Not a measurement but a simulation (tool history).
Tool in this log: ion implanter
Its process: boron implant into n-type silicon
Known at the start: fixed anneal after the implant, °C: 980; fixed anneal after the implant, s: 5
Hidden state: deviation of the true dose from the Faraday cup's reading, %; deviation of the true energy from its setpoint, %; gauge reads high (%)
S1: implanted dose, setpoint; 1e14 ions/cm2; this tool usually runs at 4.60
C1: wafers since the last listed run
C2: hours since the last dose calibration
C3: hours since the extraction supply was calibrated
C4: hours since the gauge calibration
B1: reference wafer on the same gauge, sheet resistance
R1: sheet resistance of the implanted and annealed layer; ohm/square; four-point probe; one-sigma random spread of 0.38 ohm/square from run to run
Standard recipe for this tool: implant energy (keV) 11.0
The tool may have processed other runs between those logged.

Run 1, hour 0.0: usual settings; C1 0; C2 1971.6; C3 3123.9; C4 54.3; B1 253.98. Result: R1 263.23 ohm/square.
Run 2, hour 12.5: usual settings; C1 294; C2 1984.1; C3 3136.4; C4 66.8; B1 254.13. Result: R1 263.63 ohm/square.
Run 3, hour 23.8: usual settings; C1 266; C2 1995.4; C3 3147.7; C4 78.1; B1 254.08. Result: R1 263.71 ohm/square.
Run 4, hour 41.5: usual settings; C1 416; C2 2013.1; C3 3165.4; C4 95.8; B1 253.90. Result: R1 263.47 ohm/square.
Run 5, hour 59.1: usual settings; C1 414; C2 2030.7; C3 3183.0; C4 113.4; B1 253.83. Result: R1 263.10 ohm/square.
Run 6, hour 65.8: usual settings; C1 157; C2 2037.4; C3 3189.7; C4 120.1; B1 254.02. Result: R1 263.01 ohm/square.
At hour 77.8: extraction supply calibrated.
Run 7, hour 78.3: usual settings; C1 105; C2 2049.9; C3 0.5; C4 132.6; B1 254.01. Result: R1 263.57 ohm/square.
At hour 87.5: gauge calibrated.
Run 8, hour 91.8: usual settings; C1 317; C2 2063.4; C3 14.0; C4 4.3; B1 254.00. Result: R1 262.93 ohm/square.
Run 9, hour 109.6: usual settings; C1 419; C2 2081.2; C3 31.8; C4 22.1; B1 254.14. Result: R1 263.48 ohm/square.
At hour 123.4: Faraday cup replaced and dose calibrated.
Run 10, hour 123.9: usual settings but S1 4.28 1e14 ions/cm2; C1 148; C2 0.5; C3 46.1; C4 36.4; B1 254.01. Result: R1 265.22 ohm/square.
Run 11, hour 129.8: usual settings but implant energy (keV) 12.0; C1 138; C2 6.4; C3 52.0; C4 42.3; B1 254.03. Result: R1 249.42 ohm/square.
Run 12, hour 141.2: usual settings; C1 268; C2 17.8; C3 63.4; C4 53.7; B1 254.02. Result: R1 250.53 ohm/square.
Run 13, hour 150.7: usual settings; C1 223; C2 27.3; C3 72.9; C4 63.2; B1 254.06. Result: R1 250.39 ohm/square.
Run 14, hour 160.0: usual settings but S1 3.76 1e14 ions/cm2, implant energy (keV) 12.5; C1 218; C2 36.6; C3 82.2; C4 72.5; B1 254.02. Result: R1 294.14 ohm/square.
Run 15, hour 170.8: usual settings; C1 254; C2 47.4; C3 93.0; C4 83.3; B1 254.02. Result: R1 250.87 ohm/square.
Run 16, hour 187.7: usual settings but S1 3.80 1e14 ions/cm2, implant energy (keV) 13.0; C1 397; C2 64.3; C3 109.9; C4 100.2; B1 253.92. Result: R1 291.65 ohm/square.
Run 17, hour 202.3: usual settings; C1 343; C2 78.9; C3 124.5; C4 114.8; B1 254.08. Result: R1 251.55 ohm/square.
Run 18, hour 215.6: usual settings but S1 5.94 1e14 ions/cm2; C1 313; C2 92.2; C3 137.8; C4 128.1; B1 254.03. Result: R1 206.85 ohm/square.
Run 19, hour 225.7: usual settings but implant energy (keV) 9.0; C1 237; C2 102.3; C3 147.9; C4 138.2; B1 254.05. Result: R1 254.76 ohm/square.
Run 20, hour 233.2: usual settings but implant energy (keV) 14.5; C1 176; C2 109.8; C3 155.4; C4 145.7; B1 254.01. Result: R1 248.95 ohm/square.
Run 21, hour 241.4: usual settings but S1 5.53 1e14 ions/cm2, implant energy (keV) 12.0; C1 193; C2 118.0; C3 163.6; C4 153.9; B1 254.05. Result: R1 217.47 ohm/square.
Run 22, hour 258.6: usual settings but S1 3.69 1e14 ions/cm2, implant energy (keV) 9.0; C1 404; C2 135.2; C3 180.8; C4 171.1; B1 254.02. Result: R1 305.99 ohm/square.

Below, some changes in R1 between adjacent runs. For each, the amount present without the hidden state too (settings, incoming material, random variation) and the amount remaining for the hidden state with gauge scatter not shared by both compared results:
Run 9 -> 10: S1 4.60 -> 4.28, Faraday cup replaced and dose calibrated. R1 +1.74 ohm/square: hidden state -13.68, all else +15.42.
Run 14 -> 15: S1 3.76 -> 4.60, implant energy (keV) 12.5 -> 11.0. R1 -43.27 ohm/square: hidden state +0.49, all else -43.76.
Run 18 -> 19: S1 5.94 -> 4.60, implant energy (keV) 11.0 -> 9.0. R1 +47.91 ohm/square: hidden state -0.07, all else +47.98.
Run 21 -> 22: S1 5.53 -> 3.69, implant energy (keV) 12.0 -> 9.0. R1 +88.52 ohm/square: hidden state +0.11, all else +88.41.
